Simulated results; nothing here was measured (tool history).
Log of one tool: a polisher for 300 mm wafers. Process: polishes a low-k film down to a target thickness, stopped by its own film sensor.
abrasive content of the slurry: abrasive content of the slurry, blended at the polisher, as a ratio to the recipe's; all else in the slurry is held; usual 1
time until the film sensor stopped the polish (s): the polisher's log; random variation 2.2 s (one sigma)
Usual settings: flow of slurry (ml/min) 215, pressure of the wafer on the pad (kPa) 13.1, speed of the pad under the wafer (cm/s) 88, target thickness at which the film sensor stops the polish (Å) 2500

run,hour,flow of slurry (ml/min),pressure of the wafer on the pad (kPa),speed of the pad under the wafer (cm/s),abrasive content of the slurry,target thickness at which the film sensor stops the polish (Å),wafers since the last listed run,wafers polished on this pad,hours since the slurry nozzle was cleaned,hours since the head pressure was calibrated,hours since the slurry blender was calibrated,hours since the conditioning disc was replaced,"incoming thickness of the incoming film, nm",time until the film sensor stopped the polish (s)
1,0,235,9.7,88,1,2500,0,1981,358.3,272,147.7,134.7,303.8,153.3
2,62.2,215,13.1,88,1,2500,609,2591,420.5,334.2,209.9,196.9,298.7,115.2
3,162,215,9.7,70,1.2,2350,978,3569,520.3,434,309.7,296.7,303.5,225.1
4,245,215,9.7,102,1,2500,813,4382,603.3,517,392.7,379.7,299.9,136.8
5,312.5,215,9.7,70,1.2,2350,661,5044,670.8,584.5,460.2,447.2,300.2,207.6
6,353,215,13.1,74,1,2500,396,5441,711.3,625,500.7,487.7,300.2,142.3
# hour 392.5: slurry nozzle cleaned
# hour 419.9: head pressure recalibrated
7,420.4,275,13.1,72,0.85,2330,631,6072,27.9,0.5,568.1,555.1,300.6,197.7
# hour 487.7: worn pad replaced by a new one
8,513.6,185,9.7,88,0.8,2500,874,253,121.1,93.7,661.3,648.3,299.2,168.4
9,554,215,15.2,88,1,2670,395,649,161.5,134.1,701.7,688.7,304.2,90.3
# hour 590.3: conditioning disc replaced and pad reconditioned
10,659.4,215,13.1,74,0.85,2500,1013,1662,266.9,239.5,807.1,69.1,298.3,148.6
# hour 697.3: slurry blender recalibrated
11,765.7,215,13.1,88,1,2500,1022,2685,373.2,345.8,68.4,175.4,300.2,115.6
12,871.6,215,13.1,88,1,2500,1037,3723,479.1,451.7,174.3,281.3,296.2,110.7
13,944.1,215,13.1,88,1,2500,710,4433,551.6,524.2,246.8,353.8,297.6,118.6
14,1046.3,180,15.2,88,1,2500,1001,5435,653.8,626.4,349,456,297.4,105.3
15,1130.6,215,13.1,78,1,2500,826,6261,738.1,710.7,433.3,540.3,296.1,123.6
# hour 1131.6: slurry nozzle cleaned
16,1204,215,13.1,88,1.25,2590,709,6971,72.4,784.1,506.7,613.7,298.4,91.8
# hour 1219.1: head pressure recalibrated
# hour 1256.6: worn pad replaced by a new one
# hour 1278.9: conditioning disc replaced and pad reconditioned
17,1280.5,175,10.3,88,1,2500,671,214,148.9,61.4,583.2,1.6,301.1,158
18,1386.6,215,13.1,88,1,2500,1039,1254,255,167.5,689.3,107.7,298.3,121.7
19,1437.9,195,16.5,88,1,2500,502,1757,306.3,218.8,740.6,159,298.7,106.5
# hour 1515.6: slurry blender recalibrated
20,1516.9,215,13.1,60,1.25,2500,754,2511,385.3,297.8,1.3,238,301.3,135
21,1554.3,175,13.1,114,1,2500,366,2878,422.7,335.2,38.7,275.4,296.2,88.5
22,1592.9,215,13.1,88,1,2500,378,3256,461.3,373.8,77.3,314,298.3,111.1
23,1660.6,215,13.1,110,1,2500,663,3920,529,441.5,145,381.7,297.4,97.2
24,1767.5,215,16.5,106,1,2500,1047,4968,635.9,548.4,251.9,488.6,301.2,94
25,1869.5,215,13.1,88,1,2500,999,5967,737.9,650.4,353.9,590.6,298.2,120.6
# hour 1892.8: worn pad replaced by a new one
26,1912.6,215,13.1,88,1,2500,383,193,781,693.5,397,633.7,297.7,119.4

Measured less the same run without the tool's hidden state. The same run-to-run variation is in both; the gauge's scatter may not be:
The hidden state here: removal rate lost through wear of the pad, %; slurry flow missing at the pad, %; deviation of the head's pressure from its setpoint, %; abrasive missing from the slurry, %; time polished since the conditioner stopped cutting, s.
run,time until the film sensor stopped the polish (s)
1,+10.5
2,+9.9
3,+22.4
4,+16.3
5,+24.7
6,+18.6
7,+28.3
8,+25.4
9,+12.8
10,+22.8
11,+5
12,+8.8
13,+11.7
14,+12.3
15,+15.9
16,+11.4
17,+22.2
18,+17.8
19,+15.7
20,+0.6
21,+1.9
22,+4.2
23,+5.9
24,+8.4
25,+12.9
26,+13.4

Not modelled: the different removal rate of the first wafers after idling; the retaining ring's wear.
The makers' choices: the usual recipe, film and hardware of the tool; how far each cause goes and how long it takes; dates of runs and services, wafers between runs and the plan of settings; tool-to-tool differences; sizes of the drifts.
